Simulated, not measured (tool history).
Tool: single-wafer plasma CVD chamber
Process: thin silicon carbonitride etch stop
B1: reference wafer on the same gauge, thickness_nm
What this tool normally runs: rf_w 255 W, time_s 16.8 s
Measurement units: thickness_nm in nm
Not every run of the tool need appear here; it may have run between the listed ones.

Run 1, hour 0: usual settings; B1 12.605. Result: thickness_nm 10.765 nm.
Run 2, hour 13.4: usual settings but rf_w 270 W; B1 12.601. Result: thickness_nm 11.004 nm.
Run 3, hour 29.9: usual settings but rf_w 270 W; B1 12.6. Result: thickness_nm 10.984 nm.
Run 4, hour 47.5: usual settings but rf_w 245 W; B1 12.593. Result: thickness_nm 10.681 nm.
Run 5, hour 62.5: usual settings but rf_w 245 W; B1 12.598. Result: thickness_nm 10.64 nm.
Run 6, hour 75.2: usual settings but rf_w 245 W; B1 12.595. Result: thickness_nm 10.628 nm.
Run 7, hour 82.6: usual settings but time_s 17.9 s; B1 12.602. Result: thickness_nm 11.498 nm.
Run 8, hour 90.4: usual settings but time_s 17.9 s; B1 12.601. Result: thickness_nm 11.517 nm.
Run 9, hour 104.3: usual settings but time_s 17.9 s; B1 12.597. Result: thickness_nm 11.481 nm.
Run 10, hour 128.9: usual settings but time_s 14.2 s; B1 12.59. Result: thickness_nm 9.349 nm.
Run 11, hour 131.1: usual settings but time_s 14.2 s; B1 12.601. Result: thickness_nm 9.34 nm.
Run 12, hour 148.2: usual settings but time_s 14.2 s; B1 12.604. Result: thickness_nm 9.323 nm.
Run 13, hour 148.5: usual settings but time_s 17.8 s; B1 12.606. Result: thickness_nm 11.675 nm.
Run 14, hour 158: usual settings but time_s 17.8 s; B1 12.595. Result: thickness_nm 11.689 nm.
Run 15, hour 181.4: usual settings but rf_w 275 W, time_s 19.4 s; B1 12.595. Result: thickness_nm 13.055 nm.
Run 16, hour 181.7: usual settings but rf_w 290 W, time_s 19.1 s; B1 12.603. Result: thickness_nm 13.096 nm.
Run 17, hour 194.9: usual settings but time_s 13.5 s; B1 12.594. Result: thickness_nm 8.861 nm.
Run 18, hour 211: usual settings but time_s 15.4 s; B1 12.596. Result: thickness_nm 10.077 nm.
Run 19, hour 220.4: usual settings; B1 12.597. Result: thickness_nm 11.003 nm.
Run 20, hour 231: usual settings but rf_w 240 W, time_s 19.4 s; B1 12.592. Result: thickness_nm 12.42 nm.
Run 21, hour 238.7: usual settings but time_s 19.9 s; B1 12.599. Result: thickness_nm 12.996 nm.
Run 22, hour 252.6: usual settings but rf_w 235 W, time_s 14.3 s; B1 12.601. Result: thickness_nm 9.092 nm.
Run 23, hour 262.5: usual settings but rf_w 220 W, time_s 18.3 s; B1 12.605. Result: thickness_nm 11.319 nm.
Run 24, hour 278.3: usual settings but rf_w 240 W, time_s 13.5 s; B1 12.603. Result: thickness_nm 8.616 nm.
Run 25, hour 286: usual settings but rf_w 305 W, time_s 14 s; B1 12.595. Result: thickness_nm 9.71 nm.
Run 26, hour 301: usual settings but rf_w 275 W; B1 12.609. Result: thickness_nm 11.236 nm.
Run 27, hour 317: usual settings but rf_w 210 W; B1 12.598. Result: thickness_nm 10.226 nm.
Run 28, hour 328: usual settings but time_s 18.1 s; B1 12.611. Result: thickness_nm 11.784 nm.
Run 29, hour 336.5: usual settings but rf_w 225 W, time_s 15.7 s; B1 12.595. Result: thickness_nm 9.796 nm.
Run 30, hour 342.8: usual settings; B1 12.602. Result: thickness_nm 10.926 nm.
Run 31, hour 353: usual settings but rf_w 280 W, time_s 18.5 s; B1 12.596. Result: thickness_nm 12.406 nm.
Run 32, hour 367.5: usual settings; B1 12.597. Result: thickness_nm 10.935 nm.
Run 33, hour 406.7: usual settings but rf_w 280 W; B1 12.598. Result: thickness_nm 11.264 nm.
Run 34, hour 416.3: usual settings but rf_w 245 W; B1 12.593. Result: thickness_nm 10.764 nm.
Run 35, hour 430.6: usual settings but rf_w 280 W, time_s 15.9 s; B1 12.597. Result: thickness_nm 10.647 nm.

The log once held 4 entries between its listed runs, left out of this copy. Where does each go, and what is different about the tool's unlogged condition between the listed run before it and the listed run after it?
From run 9 to run 10: RF generator calibrated (hour 128.4)
  delivered RF power above the setpoint (%): -7.19 -> -0.0553
  the result without the hidden state subtracted from the measured one, thickness_nm: -0.299 -> -0.002 nm
From run 11 to run 12: showerhead replaced (hour 147.7); gauge calibrated (hour 148)
  delivered RF power above the setpoint (%): -0.105 -> -0.481
  the result without the hidden state subtracted from the measured one, thickness_nm: -0.004 -> -0.016 nm
From run 14 to run 15: thermocouple changed; heater temperature recalibrated (hour 180.9)
  delivered RF power above the setpoint (%): -0.688 -> -1.16
  the result without the hidden state subtracted from the measured one, thickness_nm: -0.028 -> -0.053 nm

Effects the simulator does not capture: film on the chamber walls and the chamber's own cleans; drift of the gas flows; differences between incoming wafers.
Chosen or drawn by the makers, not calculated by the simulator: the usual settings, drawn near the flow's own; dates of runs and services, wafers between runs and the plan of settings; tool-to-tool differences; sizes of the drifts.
